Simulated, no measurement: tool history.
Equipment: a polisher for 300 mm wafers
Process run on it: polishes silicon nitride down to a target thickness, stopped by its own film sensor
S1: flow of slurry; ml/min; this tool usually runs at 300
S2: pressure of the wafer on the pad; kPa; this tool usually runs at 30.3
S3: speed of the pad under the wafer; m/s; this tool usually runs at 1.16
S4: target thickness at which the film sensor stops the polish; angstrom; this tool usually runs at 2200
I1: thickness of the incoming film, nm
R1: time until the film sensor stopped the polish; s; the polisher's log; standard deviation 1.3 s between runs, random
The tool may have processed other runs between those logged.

run,hour,S1,S2,S3,S4,I1,R1
1,0.0,300,30.3,1.16,2200,495.9,109.0
# hour 33.8: slurry nozzle cleaned
2,35.5,300,30.3,1.16,2200,505.4,114.1
3,65.1,300,30.3,1.16,2200,507.9,117.3
# hour 125.0: worn pad replaced by a new one
4,125.5,300,30.3,1.16,2200,493.2,122.4
5,139.0,300,30.3,1.16,2200,498.3,125.1
6,174.5,300,30.3,1.16,2200,502.1,130.3
7,207.6,300,30.3,1.16,2200,506.8,135.2
# hour 225.0: worn pad replaced by a new one, repeated, since the last time left the tool worse
8,225.5,300,30.3,1.16,2200,496.6,109.6
9,238.1,300,30.3,1.16,2200,498.0,110.9
10,256.2,300,30.3,1.16,2200,499.5,112.0
# hour 266.4: slurry nozzle cleaned
11,272.8,300,30.3,1.16,2200,498.8,111.9
12,302.9,300,30.3,1.16,2200,506.4,115.2
13,315.9,300,30.3,1.16,2200,498.5,114.7
14,329.5,300,30.3,1.16,2200,495.6,113.6
15,364.8,300,30.3,1.16,2200,492.5,116.6
# hour 370.3: worn pad replaced by a new one
16,393.1,300,30.3,1.16,2200,494.6,109.6
17,418.0,300,30.3,1.16,2570,492.8,94.4
18,431.3,300,30.3,0.86,2200,499.9,134.4
# hour 451.4: slurry nozzle cleaned
19,455.5,300,26.2,1.16,2850,492.7,97.2
20,480.9,300,24.8,1.26,3050,504.7,96.0
# hour 502.8: worn pad replaced by a new one
21,503.3,300,40.7,1.16,2200,492.7,81.5
22,513.9,300,30.3,1.16,2200,497.3,110.3
# hour 527.0: head pressure recalibrated
23,542.3,300,21.4,1.16,1740,501.6,187.8
24,566.6,340,33.8,1.48,1780,499.4,99.2
25,601.9,300,30.3,1.16,2200,502.7,113.0
26,624.9,235,30.3,1.16,2200,494.7,115.2
27,652.0,300,34.5,1.16,3020,496.9,70.9
# hour 656.0: slurry nozzle cleaned
# hour 656.3: worn pad replaced by a new one
28,683.0,225,30.3,0.80,2780,503.6,117.5
29,698.0,300,30.3,1.16,1360,501.4,146.2
30,710.7,235,30.3,1.16,2200,501.2,118.0
31,738.7,300,21.4,1.16,1740,500.8,189.9

Alternative continuations, all from the tool just after run 31; predict every row:
A,739.2,300,30.3,1.16,2200,502.1,?
B,739.2,220,30.3,1.46,2200,502.1,?
C,739.2,345,30.3,0.88,2200,502.1,?
D,739.2,300,30.3,1.16,2810,502.1,?

run,R1
A,114.2
B,102.3
C,133.4
D,89.5
Without the tool's hidden state the same runs would have given:
run,R1
A,111.1
B,99.5
C,129.7
D,87.1
